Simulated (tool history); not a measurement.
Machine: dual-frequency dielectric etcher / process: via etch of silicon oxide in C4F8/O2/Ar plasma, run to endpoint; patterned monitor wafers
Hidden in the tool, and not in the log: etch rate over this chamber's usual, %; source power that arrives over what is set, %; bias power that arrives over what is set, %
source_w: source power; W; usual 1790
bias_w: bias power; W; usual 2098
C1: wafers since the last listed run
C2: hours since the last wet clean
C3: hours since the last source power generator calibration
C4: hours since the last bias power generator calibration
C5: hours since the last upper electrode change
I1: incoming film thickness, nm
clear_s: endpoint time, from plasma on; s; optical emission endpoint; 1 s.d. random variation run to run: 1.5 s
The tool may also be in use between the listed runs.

{"run": 1, "day": 0.0, "source_w": 2040, "bias_w": 1896, "C1": 0, "C2": 51.2, "C3": 4650.5, "C4": 3931.8, "C5": 4042.6, "I1": 2283.2, "clear_s": 497.0}
{"run": 2, "day": 2.471, "source_w": 1790, "bias_w": 2098, "C1": 330, "C2": 110.5, "C3": 4709.8, "C4": 3991.1, "C5": 4101.9, "I1": 2245.6, "clear_s": 479.0}
{"run": 3, "day": 3.571, "source_w": 1590, "bias_w": 2098, "C1": 147, "C2": 136.9, "C3": 4736.2, "C4": 4017.5, "C5": 4128.3, "I1": 2253.3, "clear_s": 496.9}
{"run": 4, "day": 5.758, "source_w": 1590, "bias_w": 2098, "C1": 292, "C2": 189.4, "C3": 4788.7, "C4": 4070.0, "C5": 4180.8, "I1": 2256.5, "clear_s": 491.8}
{"run": 5, "day": 6.962, "source_w": 1590, "bias_w": 2098, "C1": 161, "C2": 218.3, "C3": 4817.6, "C4": 4098.9, "C5": 4209.7, "I1": 2263.8, "clear_s": 494.7}
{"run": 6, "day": 8.025, "source_w": 1790, "bias_w": 2098, "C1": 142, "C2": 243.8, "C3": 4843.1, "C4": 4124.4, "C5": 4235.2, "I1": 2255.2, "clear_s": 476.1}
{"run": 7, "day": 10.35, "source_w": 1950, "bias_w": 1867, "C1": 310, "C2": 299.6, "C3": 4898.9, "C4": 4180.2, "C5": 4291.0, "I1": 2259.1, "clear_s": 490.0}
{"day": 12.471, "done": "wet clean of the chamber"}
{"run": 8, "day": 12.492, "source_w": 2060, "bias_w": 2098, "C1": 152, "C2": 0.5, "C3": 4950.3, "C4": 4231.6, "C5": 4342.4, "I1": 2269.6, "clear_s": 470.8}
{"run": 9, "day": 13.888, "source_w": 2060, "bias_w": 2098, "C1": 186, "C2": 34.0, "C3": 4983.8, "C4": 4265.1, "C5": 4375.9, "I1": 2265.4, "clear_s": 467.0}
{"day": 14.971, "done": "upper electrode replaced"}
{"run": 10, "day": 20.733, "source_w": 1790, "bias_w": 2098, "C1": 781, "C2": 198.3, "C3": 5148.1, "C4": 4429.4, "C5": 138.3, "I1": 2259.2, "clear_s": 477.4}
{"run": 11, "day": 23.121, "source_w": 1790, "bias_w": 2098, "C1": 319, "C2": 255.6, "C3": 5205.4, "C4": 4486.7, "C5": 195.6, "I1": 2262.1, "clear_s": 478.2}
{"day": 24.833, "done": "bias power generator calibrated"}
{"run": 12, "day": 26.029, "source_w": 1650, "bias_w": 1819, "C1": 366, "C2": 325.4, "C3": 5275.2, "C4": 28.7, "C5": 265.4, "I1": 2260.6, "clear_s": 517.9}
{"day": 27.133, "done": "source power generator calibrated"}
{"day": 27.775, "done": "wet clean of the chamber"}
{"run": 13, "day": 28.083, "source_w": 1790, "bias_w": 2098, "C1": 166, "C2": 7.4, "C3": 22.8, "C4": 78.0, "C5": 314.7, "I1": 2266.2, "clear_s": 487.6}
{"run": 14, "day": 30.458, "source_w": 1790, "bias_w": 1611, "C1": 317, "C2": 64.4, "C3": 79.8, "C4": 135.0, "C5": 371.7, "I1": 2264.8, "clear_s": 551.0}
{"run": 15, "day": 33.408, "source_w": 2080, "bias_w": 2500, "C1": 394, "C2": 135.2, "C3": 150.6, "C4": 205.8, "C5": 442.5, "I1": 2263.4, "clear_s": 428.2}
{"run": 16, "day": 34.658, "source_w": 1650, "bias_w": 1922, "C1": 167, "C2": 165.2, "C3": 180.6, "C4": 235.8, "C5": 472.5, "I1": 2234.1, "clear_s": 503.0}
{"run": 17, "day": 36.842, "source_w": 2130, "bias_w": 2394, "C1": 291, "C2": 217.6, "C3": 233.0, "C4": 288.2, "C5": 524.9, "I1": 2233.4, "clear_s": 422.6}
{"run": 18, "day": 39.542, "source_w": 1590, "bias_w": 2098, "C1": 361, "C2": 282.4, "C3": 297.8, "C4": 353.0, "C5": 589.7, "I1": 2280.5, "clear_s": 493.7}
{"run": 19, "day": 42.329, "source_w": 1790, "bias_w": 2098, "C1": 372, "C2": 349.3, "C3": 364.7, "C4": 419.9, "C5": 656.6, "I1": 2268.4, "clear_s": 470.3}
{"day": 45.154, "done": "wet clean of the chamber"}
{"run": 20, "day": 45.175, "source_w": 1520, "bias_w": 1924, "C1": 246, "C2": 0.5, "C3": 433.0, "C4": 488.2, "C5": 724.9, "I1": 2265.0, "clear_s": 529.4}

Predict the results of run 21:
{"run": 21, "day": 45.412, "source_w": 1610, "bias_w": 2419, "C1": 31, "C2": 6.2, "C3": 438.7, "C4": 493.9, "C5": 730.6, "I1": 2256.8, "clear_s": "?"}

Run 21 gave clear_s 469.3 s.
Minus the tool's unlogged condition, the same run would have read clear_s 469.1 s.

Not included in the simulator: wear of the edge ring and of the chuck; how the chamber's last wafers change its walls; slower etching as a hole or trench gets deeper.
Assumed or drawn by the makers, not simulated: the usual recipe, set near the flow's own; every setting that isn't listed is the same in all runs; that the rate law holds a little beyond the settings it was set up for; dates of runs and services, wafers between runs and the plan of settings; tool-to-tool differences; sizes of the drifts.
